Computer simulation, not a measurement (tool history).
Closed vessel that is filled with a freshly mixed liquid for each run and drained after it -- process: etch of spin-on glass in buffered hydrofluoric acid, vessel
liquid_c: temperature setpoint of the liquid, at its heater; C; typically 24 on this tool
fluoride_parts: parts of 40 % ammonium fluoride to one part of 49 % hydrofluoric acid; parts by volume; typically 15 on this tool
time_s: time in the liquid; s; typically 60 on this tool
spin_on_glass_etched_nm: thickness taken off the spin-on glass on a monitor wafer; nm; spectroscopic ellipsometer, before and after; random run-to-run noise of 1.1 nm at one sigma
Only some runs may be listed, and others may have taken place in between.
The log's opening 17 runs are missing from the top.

| run | hour | liquid_c | fluoride_parts | time_s | read-back film thickness of the spin-on glass reference wafer, read on the same gauge (nm) | spin_on_glass_etched_nm |
|---|---|---|---|---|---|---|
| 18 | 229 | 25.5 | 15 | 60 | 100.02 | 134.29 |
| 19 | 239 | 29 | 11 | 60 | 99.99 | 219.11 |
|  | 260.7 | gauge calibrated |
| 20 | 289.3 | 19.5 | 12 | 60 | 100 | 117.04 |
| 21 | 303.8 | 20 | 15 | 60 | 100 | 97.72 |
|  | 309.5 | thermometer replaced, repeated, since the last time left the tool worse |
| 22 | 318.3 | 20 | 9.5 | 75 | 99.97 | 224.18 |
| 23 | 324.5 | 20 | 15 | 60 | 100 | 114.86 |
| 24 | 335.2 | 28 | 12 | 30 | 100.03 | 109.57 |
| 25 | 350.4 | 20.5 | 18.5 | 40 | 99.99 | 64.56 |
| 26 | 367.1 | 24 | 15 | 60 | 100.02 | 143.79 |
| 27 | 379.7 | 28.5 | 15 | 45 | 99.99 | 136.37 |
| 28 | 393.8 | 27.5 | 20 | 45 | 100.02 | 99.09 |
| 29 | 410.9 | 26 | 20.5 | 35 | 99.96 | 70.23 |
| 30 | 443.3 | 28 | 18.5 | 60 | 99.97 | 144.23 |
| 31 | 455.7 | 22.5 | 18.5 | 30 | 99.95 | 53.49 |
| 32 | 470.6 | 24 | 20.5 | 60 | 99.99 | 107.14 |

Here are 5 independent what-if runs from the current tool condition. What would each one return?
| A | 471.3 | 24 | 15 | 60 | ? | ? |
| B | 471.3 | 24 | 18.5 | 60 | ? | ? |
| C | 471.3 | 21.5 | 15 | 60 | ? | ? |
| D | 471.3 | 20.5 | 13 | 30 | ? | ? |
| E | 471.3 | 24 | 12 | 60 | ? | ? |

| run | read-back film thickness of the spin-on glass reference wafer, read on the same gauge (nm) | spin_on_glass_etched_nm |
|---|---|---|
| A | 99.97 | 143.09 |
| B | 99.97 | 116.4 |
| C | 99.97 | 124.64 |
| D | 99.97 | 67.83 |
| E | 99.97 | 178.08 |
What these runs would have given with no unlogged condition in the tool:
| run | spin_on_glass_etched_nm |
|---|---|
| A | 146.18 |
| B | 118.91 |
| C | 127.38 |
| D | 69.33 |
| E | 181.91 |

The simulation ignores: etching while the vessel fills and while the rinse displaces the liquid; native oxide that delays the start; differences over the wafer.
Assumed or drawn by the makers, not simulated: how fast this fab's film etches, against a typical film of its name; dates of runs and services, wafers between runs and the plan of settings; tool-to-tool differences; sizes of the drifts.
